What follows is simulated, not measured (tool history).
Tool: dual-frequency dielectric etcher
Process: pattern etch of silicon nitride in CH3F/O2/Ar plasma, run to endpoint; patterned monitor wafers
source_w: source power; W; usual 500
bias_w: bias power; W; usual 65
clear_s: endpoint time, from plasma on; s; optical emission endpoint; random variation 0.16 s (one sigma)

| run | hour | source_w | bias_w | incoming incoming film thickness, nm | clear_s |
|---|---|---|---|---|---|
| 1 | 0.0 | 580 | 75 | 27.97 | 30.7 |
| 2 | 15.3 | 580 | 65 | 28.02 | 32.0 |
| 3 | 29.8 | 580 | 65 | 28.08 | 32.2 |
|  | 62.3 | wet clean of the chamber |
| 4 | 62.8 | 580 | 65 | 27.83 | 33.1 |
| 5 | 87.3 | 500 | 65 | 27.72 | 34.8 |
| 6 | 112.5 | 500 | 65 | 27.96 | 34.9 |
| 7 | 142.4 | 500 | 65 | 27.98 | 34.5 |
| 8 | 171.4 | 500 | 77 | 27.90 | 32.9 |
| 9 | 185.6 | 500 | 77 | 28.08 | 32.8 |
| 10 | 221.5 | 500 | 77 | 27.91 | 32.4 |
| 11 | 241.9 | 500 | 65 | 28.08 | 34.7 |
|  | 263.4 | bias power generator calibrated |
| 12 | 272.4 | 500 | 65 | 28.17 | 34.5 |
| 13 | 301.3 | 500 | 65 | 27.92 | 34.1 |

Forecast run 14:
| 14 | 325.4 | 500 | 75 | 28.03 | ? |

{"run 14": {"clear_s": 33.0}}
Without the tool's hidden state the same run would have given clear_s 34.3 s.
